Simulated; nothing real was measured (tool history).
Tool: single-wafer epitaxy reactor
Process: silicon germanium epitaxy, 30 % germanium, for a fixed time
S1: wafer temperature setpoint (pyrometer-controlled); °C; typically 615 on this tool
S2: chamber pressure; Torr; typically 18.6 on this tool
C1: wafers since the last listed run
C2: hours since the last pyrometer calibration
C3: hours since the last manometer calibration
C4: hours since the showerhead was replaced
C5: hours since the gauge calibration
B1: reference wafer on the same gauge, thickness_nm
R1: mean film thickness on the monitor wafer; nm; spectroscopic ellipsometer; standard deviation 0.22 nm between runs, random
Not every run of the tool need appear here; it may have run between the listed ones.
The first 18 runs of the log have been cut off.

Run 19, day 20.288: usual settings but S1 625 °C; C1 387; C2 1790.7; C3 212.1; C4 39.3; C5 441.5; B1 81.706. Result: R1 83.627 nm.
Run 20, day 22.362: usual settings; C1 945; C2 1840.5; C3 261.9; C4 89.1; C5 491.3; B1 81.697. Result: R1 71.574 nm.
Run 21, day 23.829: usual settings but S1 629 °C, S2 14.0 Torr; C1 668; C2 1875.7; C3 297.1; C4 124.3; C5 526.5; B1 81.669. Result: R1 76.211 nm.
Run 22, day 24.696: usual settings but S1 628 °C; C1 394; C2 1896.5; C3 317.9; C4 145.1; C5 547.3; B1 81.646. Result: R1 87.157 nm.
At day 25.554: pyrometer calibrated.
Run 23, day 25.767: usual settings but S1 604 °C, S2 22.8 Torr; C1 335; C2 5.1; C3 343.6; C4 170.8; C5 573.0; B1 81.784. Result: R1 69.028 nm.
At day 26.033: gauge calibrated.
Run 24, day 26.946: usual settings but S2 15.5 Torr; C1 537; C2 33.4; C3 371.9; C4 199.1; C5 21.9; B1 81.723. Result: R1 67.437 nm.
Run 25, day 27.833: usual settings but S1 606 °C, S2 21.8 Torr; C1 404; C2 54.7; C3 393.2; C4 220.4; C5 43.2; B1 81.721. Result: R1 69.997 nm.
Run 26, day 30.500: usual settings but S1 602 °C, S2 20.4 Torr; C1 1214; C2 118.7; C3 457.2; C4 284.4; C5 107.2; B1 81.769. Result: R1 62.826 nm.
Run 27, day 31.317: usual settings but S1 620 °C, S2 19.8 Torr; C1 372; C2 138.3; C3 476.8; C4 304.0; C5 126.8; B1 81.655. Result: R1 82.932 nm.
Run 28, day 32.729: usual settings but S1 625 °C, S2 21.3 Torr; C1 643; C2 172.2; C3 510.7; C4 337.9; C5 160.7; B1 81.614. Result: R1 92.427 nm.
Run 29, day 33.554: usual settings but S2 22.9 Torr; C1 375; C2 192.0; C3 530.5; C4 357.7; C5 180.5; B1 81.641. Result: R1 82.325 nm.
Run 30, day 34.971: usual settings but S1 609 °C, S2 16.7 Torr; C1 645; C2 226.0; C3 564.5; C4 391.7; C5 214.5; B1 81.750. Result: R1 63.571 nm.
Run 31, day 35.483: usual settings but S2 15.5 Torr; C1 233; C2 238.3; C3 576.8; C4 404.0; C5 226.8; B1 81.726. Result: R1 66.798 nm.
Run 32, day 36.058: usual settings; C1 261; C2 252.1; C3 590.6; C4 417.8; C5 240.6; B1 81.757. Result: R1 73.603 nm.
Run 33, day 36.696: usual settings; C1 290; C2 267.4; C3 605.9; C4 433.1; C5 255.9; B1 81.655. Result: R1 73.594 nm.

4 options for the next run, each taken on its own from the tool as it stands now. Forecast them:
Run A, day 36.712: usual settings; C1 7; C2 267.8; C3 606.3; C4 433.5; C5 256.3; B1 ?. Result: R1 ?.
Run B, day 36.712: usual settings but S1 603 °C, S2 20.7 Torr; C1 7; C2 267.8; C3 606.3; C4 433.5; C5 256.3; B1 ?. Result: R1 ?.
Run C, day 36.712: usual settings but S1 626 °C; C1 7; C2 267.8; C3 606.3; C4 433.5; C5 256.3; B1 ?. Result: R1 ?.
Run D, day 36.712: usual settings but S1 605 °C, S2 14.0 Torr; C1 7; C2 267.8; C3 606.3; C4 433.5; C5 256.3; B1 ?. Result: R1 ?.

run      B1      R1
  A  81.759  74.312
  B  81.759  65.021
  C  81.759  88.009
  D  81.759  54.292
Stripped of hidden state, with their random variation kept, the same runs would have yielded:
run      R1
  A  74.719
  B  65.385
  C  88.480
  D  54.595
